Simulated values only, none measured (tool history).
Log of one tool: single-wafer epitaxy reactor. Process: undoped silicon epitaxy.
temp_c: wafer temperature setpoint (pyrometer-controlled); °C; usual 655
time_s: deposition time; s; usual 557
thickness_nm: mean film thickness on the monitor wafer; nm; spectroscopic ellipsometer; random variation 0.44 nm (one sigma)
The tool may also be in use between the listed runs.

run,hour,temp_c,time_s,wafers since the last listed run,hours since the last pyrometer calibration,hours since the gauge calibration,"read-back reference wafer on the same gauge, thickness_nm",thickness_nm
1,0,655,557,0,952.7,198.8,131.04,104.743
2,13.6,655,557,52,966.3,212.4,131.067,104.038
3,30.9,655,557,66,983.6,229.7,131.025,104.581
4,37.8,655,557,26,990.5,236.6,131.057,105.052
5,46.8,655,557,34,999.5,245.6,131.006,105.234
6,54.6,655,557,30,1007.3,253.4,130.943,104.925
7,72.1,666,557,67,1024.8,270.9,131.082,128.701
8,90.1,666,557,69,1042.8,288.9,131.057,128.253
9,96.9,655,598,26,1049.6,295.7,130.933,111.891
10,105.3,662,557,32,1058,304.1,130.948,119.36
11,113.1,662,557,30,1065.8,311.9,130.985,118.716
12,127.9,662,557,57,1080.6,326.7,130.853,118.546
13,153.5,655,557,99,1106.2,352.3,130.938,103.48
14,166.4,655,557,49,1119.1,365.2,131.096,103.361
15,184.4,655,557,69,1137.1,383.2,131.035,103.297
16,191.9,642,557,29,1144.6,390.7,130.985,80.534

The next listed run, before its measurement:
# hour 213.7: pyrometer calibrated
17,214.2,655,557,55,0.5,413,?,?

{"run 17": {"read-back reference wafer on the same gauge, thickness_nm": 130.991, "thickness_nm": 110.072}}
Without the tool's hidden state the same run would have given thickness_nm 111.927 nm.

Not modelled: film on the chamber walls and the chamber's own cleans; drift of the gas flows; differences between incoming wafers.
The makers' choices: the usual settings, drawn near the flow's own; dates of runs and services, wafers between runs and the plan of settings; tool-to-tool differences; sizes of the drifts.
